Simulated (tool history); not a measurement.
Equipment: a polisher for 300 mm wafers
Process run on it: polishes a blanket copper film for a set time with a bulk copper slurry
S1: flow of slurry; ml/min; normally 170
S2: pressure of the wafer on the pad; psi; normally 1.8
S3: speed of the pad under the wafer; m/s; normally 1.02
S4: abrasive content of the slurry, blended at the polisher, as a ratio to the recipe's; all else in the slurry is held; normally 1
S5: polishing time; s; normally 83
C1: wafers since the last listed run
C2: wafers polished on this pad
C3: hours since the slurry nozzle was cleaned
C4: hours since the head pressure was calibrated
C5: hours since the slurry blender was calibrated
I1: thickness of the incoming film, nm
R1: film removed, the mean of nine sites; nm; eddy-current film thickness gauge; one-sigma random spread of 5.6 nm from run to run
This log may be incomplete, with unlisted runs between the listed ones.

| run | hour | S1 | S2 | S3 | S4 | S5 | C1 | C2 | C3 | C4 | C5 | I1 | R1 |
|---|---|---|---|---|---|---|---|---|---|---|---|---|---|
| 1 | 0 | 170 | 1.8 | 1.02 | 1 | 83 | 0 | 1645 | 226 | 496.4 | 157.2 | 3632.3 | 398.9 |
| 2 | 85.6 | 170 | 1.8 | 1.02 | 1 | 83 | 973 | 2618 | 311.6 | 582 | 242.8 | 3643.2 | 377.2 |
| 3 | 162.3 | 125 | 1.8 | 1.02 | 1 | 83 | 872 | 3491 | 388.3 | 658.7 | 319.5 | 3691.5 | 350.2 |
| 4 | 200.6 | 170 | 2.1 | 1.02 | 1 | 83 | 435 | 3926 | 426.6 | 697 | 357.8 | 3671.5 | 408.1 |
|  | 206.8 | slurry nozzle cleaned |
| 5 | 242.7 | 170 | 2.1 | 1.02 | 1 | 83 | 467 | 4394 | 35.9 | 739.1 | 399.9 | 3572 | 410.9 |
|  | 255 | slurry blender recalibrated |
|  | 297.9 | worn pad replaced by a new one |
| 6 | 301.4 | 170 | 2.1 | 1.02 | 1 | 83 | 599 | 40 | 94.6 | 797.8 | 46.4 | 3660.7 | 430.6 |
|  | 392.7 | head pressure recalibrated |
| 7 | 398.5 | 170 | 1.8 | 1.02 | 1 | 83 | 1081 | 1122 | 191.7 | 5.8 | 143.5 | 3560.1 | 399.7 |
| 8 | 504 | 170 | 1.8 | 1.02 | 1 | 83 | 1200 | 2322 | 297.2 | 111.3 | 249 | 3561.1 | 396.9 |
| 9 | 597.2 | 145 | 2 | 1.02 | 1 | 83 | 1060 | 3382 | 390.4 | 204.5 | 342.2 | 3599.7 | 408.6 |
| 10 | 703.7 | 145 | 2 | 1.02 | 1 | 83 | 1211 | 4593 | 496.9 | 311 | 448.7 | 3604.8 | 384.3 |
|  | 753.5 | slurry nozzle cleaned |
|  | 755.7 | slurry blender recalibrated |
| 11 | 772 | 145 | 2 | 1.02 | 1 | 83 | 742 | 5336 | 18.5 | 379.3 | 16.3 | 3612.7 | 435.9 |
|  | 819.1 | worn pad replaced by a new one |
| 12 | 845.9 | 170 | 1.8 | 1.02 | 1 | 83 | 795 | 304 | 92.4 | 453.2 | 90.2 | 3647.1 | 395.3 |
| 13 | 942 | 170 | 1.8 | 0.9 | 0.85 | 83 | 1093 | 1398 | 188.5 | 549.3 | 186.3 | 3605.5 | 313.9 |
| 14 | 984.4 | 145 | 1.8 | 0.7 | 0.8 | 94 | 482 | 1880 | 230.9 | 591.7 | 228.7 | 3658 | 258.1 |
| 15 | 1036.2 | 170 | 1.3 | 1.02 | 1 | 58 | 589 | 2469 | 282.7 | 643.5 | 280.5 | 3649.4 | 195.1 |
| 16 | 1096.4 | 170 | 1.5 | 1.02 | 1 | 83 | 684 | 3154 | 342.9 | 703.7 | 340.7 | 3617.9 | 303.4 |
| 17 | 1150 | 170 | 2.4 | 1.34 | 0.75 | 107 | 609 | 3764 | 396.5 | 757.3 | 394.3 | 3599.7 | 653 |
|  | 1180 | slurry nozzle cleaned |
| 18 | 1233.5 | 205 | 1.8 | 0.78 | 1 | 83 | 938 | 4702 | 53.5 | 840.8 | 477.8 | 3576.3 | 239.2 |
|  | 1237.6 | head pressure recalibrated |
|  | 1238.7 | worn pad replaced by a new one |
|  | 1240.9 | slurry blender recalibrated |
| 19 | 1293.2 | 170 | 1.8 | 1.02 | 1 | 102 | 621 | 596 | 113.2 | 55.6 | 52.3 | 3690.1 | 513 |
| 20 | 1332.3 | 170 | 1.4 | 1.34 | 0.9 | 73 | 444 | 1041 | 152.3 | 94.7 | 91.4 | 3596.5 | 382.7 |
| 21 | 1369.9 | 170 | 1.8 | 1.02 | 1 | 83 | 427 | 1469 | 189.9 | 132.3 | 129 | 3639.4 | 405.7 |
| 22 | 1446.9 | 170 | 1.8 | 1.02 | 1.2 | 83 | 875 | 2345 | 266.9 | 209.3 | 206 | 3621.1 | 421.2 |
| 23 | 1517.7 | 170 | 1.8 | 1.32 | 1 | 83 | 805 | 3150 | 337.7 | 280.1 | 276.8 | 3568.3 | 499.8 |
| 24 | 1557.4 | 170 | 1.8 | 1.02 | 0.9 | 83 | 451 | 3602 | 377.4 | 319.8 | 316.5 | 3671.9 | 377.9 |
|  | 1646.3 | slurry nozzle cleaned |
| 25 | 1646.8 | 170 | 1.6 | 1.34 | 1.25 | 96 | 1005 | 4607 | 0.5 | 409.2 | 405.9 | 3640.5 | 542.6 |
| 26 | 1706.6 | 170 | 2 | 1.02 | 1.3 | 83 | 680 | 5288 | 60.3 | 469 | 465.7 | 3604.1 | 413.9 |
|  | 1712.8 | slurry blender recalibrated |
|  | 1721.7 | worn pad replaced by a new one |
| 27 | 1747.7 | 170 | 1.8 | 1.3 | 1 | 76 | 399 | 296 | 101.4 | 510.1 | 34.9 | 3604.5 | 468.5 |
| 28 | 1838.1 | 170 | 1.8 | 1.02 | 1 | 83 | 1028 | 1324 | 191.8 | 600.5 | 125.3 | 3635.6 | 375.7 |
|  | 2013.3 | head pressure recalibrated |
| 29 | 2042.3 | 170 | 1.5 | 1.02 | 1 | 92 | 2300 | 3624 | 396 | 29 | 329.5 | 3550.6 | 366.1 |

Predict each of these 5 candidate next runs independently; none follows another, all start after run 29:
| A | 2042.7 | 170 | 1.8 | 1.02 | 1 | 83 | 4 | 3629 | 396.4 | 29.4 | 329.9 | 3619.6 | ? |
| B | 2042.7 | 170 | 1.8 | 0.72 | 1.2 | 62 | 4 | 3629 | 396.4 | 29.4 | 329.9 | 3619.6 | ? |
| C | 2042.7 | 110 | 2.4 | 1.02 | 1 | 83 | 4 | 3629 | 396.4 | 29.4 | 329.9 | 3619.6 | ? |
| D | 2042.7 | 130 | 1.8 | 1.02 | 1 | 83 | 4 | 3629 | 396.4 | 29.4 | 329.9 | 3619.6 | ? |
| E | 2042.7 | 195 | 1.5 | 0.84 | 1 | 83 | 4 | 3629 | 396.4 | 29.4 | 329.9 | 3619.6 | ? |

| run | R1 |
|---|---|
| A | 369.8 |
| B | 205.5 |
| C | 431.6 |
| D | 354.1 |
| E | 270.2 |
The same runs, with their run-to-run variation unchanged, on a tool lacking any hidden condition would have given:
| run | R1 |
|---|---|
| A | 416.1 |
| B | 232.1 |
| C | 485.7 |
| D | 398.4 |
| E | 304 |

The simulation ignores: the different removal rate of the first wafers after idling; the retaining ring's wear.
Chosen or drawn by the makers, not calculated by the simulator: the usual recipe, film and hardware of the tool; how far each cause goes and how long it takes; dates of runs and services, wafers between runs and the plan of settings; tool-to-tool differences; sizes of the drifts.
